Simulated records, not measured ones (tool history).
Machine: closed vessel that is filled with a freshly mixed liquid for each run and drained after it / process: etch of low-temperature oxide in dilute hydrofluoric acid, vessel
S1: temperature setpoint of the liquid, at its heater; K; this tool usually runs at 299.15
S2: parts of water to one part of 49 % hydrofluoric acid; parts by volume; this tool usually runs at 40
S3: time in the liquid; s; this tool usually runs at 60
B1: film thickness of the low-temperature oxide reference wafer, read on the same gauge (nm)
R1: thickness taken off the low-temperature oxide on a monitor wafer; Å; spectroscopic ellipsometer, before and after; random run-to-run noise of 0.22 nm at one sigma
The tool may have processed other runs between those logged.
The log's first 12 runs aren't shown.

run,hour,S1,S2,S3,B1,R1
13,668.4,302.15,40,35,50.03,230.7
# hour 727.5: gauge calibrated
14,789.1,295.65,30,60,49.99,415.0
15,815.4,294.65,30,60,50.03,395.7
16,922.9,297.65,25,35,49.99,315.8
# hour 934.5: thermometer replaced
17,961.5,299.15,40,60,50.05,356.7
# hour 1007.3: hydrofluoric acid flow meter replaced
18,1017.5,295.15,20,75,50.04,720.4
19,1073.4,296.15,25,30,49.98,237.0
20,1102.1,299.15,40,60,50.00,334.6
21,1152.5,302.15,50,85,50.02,416.4
22,1178.3,299.15,35,60,50.02,385.1
23,1241.3,299.15,40,60,49.97,336.0
24,1273.5,302.65,40,90,49.99,579.2

Run 25, settings as shown, results not yet in. Your forecast:
25,1301.0,303.65,40,85,?,?

B1: 49.98
R1: 568.6 Å
Minus the tool's unlogged condition, the same run would have read R1 557.4 Å.

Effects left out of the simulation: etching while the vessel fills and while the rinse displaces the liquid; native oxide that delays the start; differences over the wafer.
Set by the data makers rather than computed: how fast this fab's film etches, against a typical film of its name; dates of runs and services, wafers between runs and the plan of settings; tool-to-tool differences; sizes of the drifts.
